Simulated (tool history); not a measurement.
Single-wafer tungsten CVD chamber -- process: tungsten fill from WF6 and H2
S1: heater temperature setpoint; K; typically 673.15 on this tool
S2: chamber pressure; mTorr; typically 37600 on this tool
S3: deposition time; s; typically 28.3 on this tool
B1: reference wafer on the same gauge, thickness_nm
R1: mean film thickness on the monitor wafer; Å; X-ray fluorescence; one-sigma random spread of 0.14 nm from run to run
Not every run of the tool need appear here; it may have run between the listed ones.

run 1 day=0.000 | S1=673.15 S2=37600 S3=28.3 | B1=81.990 | R1=825.92
run 2 day=0.275 | S1=673.15 S2=37600 S3=28.3 | B1=81.914 | R1=825.35
run 3 day=1.875 | S1=673.15 S2=37600 S3=28.3 | B1=81.872 | R1=822.84
run 4 day=2.488 | S1=673.15 S2=37600 S3=31.2 | B1=81.963 | R1=910.10
run 5 day=2.979 | S1=673.15 S2=37600 S3=31.2 | B1=81.896 | R1=908.91
run 6 day=3.338 | S1=673.15 S2=37600 S3=31.2 | B1=81.864 | R1=908.24
run 7 day=3.979 | S1=663.15 S2=37600 S3=28.3 | B1=81.908 | R1=661.56
-- day=4.667 gauge calibrated
run 8 day=4.683 | S1=663.15 S2=37600 S3=28.3 | B1=81.810 | R1=661.04
run 9 day=5.404 | S1=663.15 S2=37600 S3=28.3 | B1=81.889 | R1=659.79
run 10 day=5.775 | S1=673.15 S2=37600 S3=28.3 | B1=81.868 | R1=820.93
run 11 day=6.325 | S1=673.15 S2=37600 S3=28.3 | B1=81.851 | R1=823.77
-- day=6.829 thermocouple changed; heater temperature recalibrated
run 12 day=6.850 | S1=673.15 S2=37600 S3=30.2 | B1=81.885 | R1=963.29
-- day=7.771 capacitance manometer re-zeroed and calibrated
run 13 day=7.792 | S1=673.15 S2=37600 S3=30.2 | B1=81.895 | R1=1004.64
run 14 day=7.804 | S1=663.15 S2=37600 S3=28.3 | B1=81.886 | R1=758.49
run 15 day=8.504 | S1=673.15 S2=37600 S3=31.2 | B1=81.831 | R1=1036.11
run 16 day=8.821 | S1=673.15 S2=42900 S3=30.7 | B1=81.894 | R1=1072.72
run 17 day=9.158 | S1=673.15 S2=40800 S3=28.3 | B1=81.840 | R1=967.38
run 18 day=9.612 | S1=679.15 S2=37600 S3=28.3 | B1=81.871 | R1=1056.19
-- day=10.508 showerhead replaced
run 19 day=10.529 | S1=673.15 S2=37600 S3=28.3 | B1=81.900 | R1=932.23
run 20 day=10.921 | S1=679.15 S2=43200 S3=28.3 | B1=81.865 | R1=1115.55
run 21 day=11.467 | S1=673.15 S2=37600 S3=28.3 | B1=81.905 | R1=931.04
run 22 day=11.938 | S1=684.15 S2=35200 S3=30.9 | B1=81.982 | R1=1232.16
run 23 day=12.354 | S1=673.15 S2=37600 S3=28.3 | B1=81.872 | R1=932.11
run 24 day=13.079 | S1=686.15 S2=37600 S3=23.6 | B1=81.932 | R1=997.94
-- day=13.438 gauge calibrated
run 25 day=13.717 | S1=673.15 S2=43400 S3=32.2 | B1=81.946 | R1=1125.83
run 26 day=14.204 | S1=664.15 S2=37600 S3=31.9 | B1=81.889 | R1=863.85
run 27 day=14.700 | S1=684.15 S2=37600 S3=30.0 | B1=81.870 | R1=1221.23

Consider 5 possible next runs. They are alternatives, not a sequence: every one starts from the tool as it was left by run 27. What does each give?
run A day=14.717 | S1=673.15 S2=37600 S3=28.3 | B1=? | R1=?
run B day=14.717 | S1=673.15 S2=30900 S3=31.3 | B1=? | R1=?
run C day=14.717 | S1=666.15 S2=37600 S3=24.0 | B1=? | R1=?
run D day=14.717 | S1=678.15 S2=42500 S3=31.3 | B1=? | R1=?
run E day=14.717 | S1=673.15 S2=28500 S3=31.1 | B1=? | R1=?

run=A B1=81.885 R1=925.99
run=B B1=81.885 R1=945.68
run=C B1=81.885 R1=675.90
run=D B1=81.885 R1=1191.91
run=E B1=81.885 R1=909.46
What these runs would have given with no unlogged condition in the tool:
run=A R1=922.37
run=B R1=941.99
run=C R1=673.02
run=D R1=1187.34
run=E R1=905.94
